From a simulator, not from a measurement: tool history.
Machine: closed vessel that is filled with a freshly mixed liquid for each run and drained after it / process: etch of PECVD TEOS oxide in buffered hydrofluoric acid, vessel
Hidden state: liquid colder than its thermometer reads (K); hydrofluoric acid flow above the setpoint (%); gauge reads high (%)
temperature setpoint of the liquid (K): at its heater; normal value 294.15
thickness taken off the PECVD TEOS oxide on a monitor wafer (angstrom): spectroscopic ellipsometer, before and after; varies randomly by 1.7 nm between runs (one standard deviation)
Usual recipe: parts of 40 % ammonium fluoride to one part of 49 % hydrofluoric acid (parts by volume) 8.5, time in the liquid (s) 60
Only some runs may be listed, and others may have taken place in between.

run,day,temperature setpoint of the liquid (K),parts of 40 % ammonium fluoride to one part of 49 % hydrofluoric acid (parts by volume),time in the liquid (s),wafers since the last listed run,hours since the thermometer was replaced,hours since the hydrofluoric acid flow meter was replaced,hours since the gauge calibration,"read-back film thickness of the PECVD TEOS oxide reference wafer, read on the same gauge (nm)",thickness taken off the PECVD TEOS oxide on a monitor wafer (angstrom)
1,0.000,294.15,8.5,60,0,1285.7,2429.0,506.8,100.01,1574.8
2,1.104,294.15,8.5,60,3818,1312.2,2455.5,533.3,99.98,1524.0
3,2.171,294.15,8.5,60,3689,1337.8,2481.1,558.9,100.04,1554.9
4,3.100,297.65,8.5,60,3213,1360.1,2503.4,581.2,99.99,1869.3
5,4.221,297.65,8.5,60,3876,1387.0,2530.3,608.1,100.00,1859.1
6,4.912,294.15,8.5,40,2392,1403.6,2546.9,624.7,100.03,1023.2
7,5.704,294.15,8.5,40,2738,1422.6,2565.9,643.7,99.97,1013.3
8,6.496,291.65,8.5,60,2738,1441.6,2584.9,662.7,100.01,1340.6
9,7.517,291.65,8.5,60,3530,1466.1,2609.4,687.2,99.94,1351.8
# day 7.571: hydrofluoric acid flow meter replaced
# day 7.829: gauge calibrated
10,8.254,294.15,6.5,40,2406,1483.8,16.4,10.2,100.00,1320.0
11,9.083,294.15,5.5,90,2867,1503.7,36.3,30.1,100.01,3505.0
# day 9.962: thermometer replaced
12,13.392,291.15,10.5,40,14757,82.3,139.7,133.5,100.02,817.3
13,14.771,294.15,8.5,60,4770,115.4,172.8,166.6,100.03,1715.0
14,15.996,294.15,8.5,60,4236,144.8,202.2,196.0,100.02,1691.7
15,16.617,294.15,8.5,80,2147,159.7,217.1,210.9,99.94,2294.6
16,17.454,294.15,8.5,85,2896,179.8,237.2,231.0,99.96,2440.6
17,18.758,290.15,8.5,35,4510,211.1,268.5,262.3,100.00,787.7
18,22.762,294.15,8.5,50,13849,307.2,364.6,358.4,100.03,1377.6
19,23.888,299.15,10.5,30,3891,334.2,391.6,385.4,100.01,945.8

For some of the steps in thickness taken off the PECVD TEOS oxide on a monitor wafer (angstrom) from one run to the next: how much would appear even if the tool had no hidden state, given the settings, what came in and random variation, and how much remains for the hidden state plus any gauge scatter that the measured result and the result without hidden state don't share?
Run 11 -> 12: temperature setpoint of the liquid (K) 294.15 -> 291.15, parts of 40 % ammonium fluoride to one part of 49 % hydrofluoric acid (parts by volume) 5.5 -> 10.5, time in the liquid (s) 90 -> 40, thermometer replaced. thickness taken off the PECVD TEOS oxide on a monitor wafer (angstrom) -2687.7: hidden state +468.2, all else -3155.9.
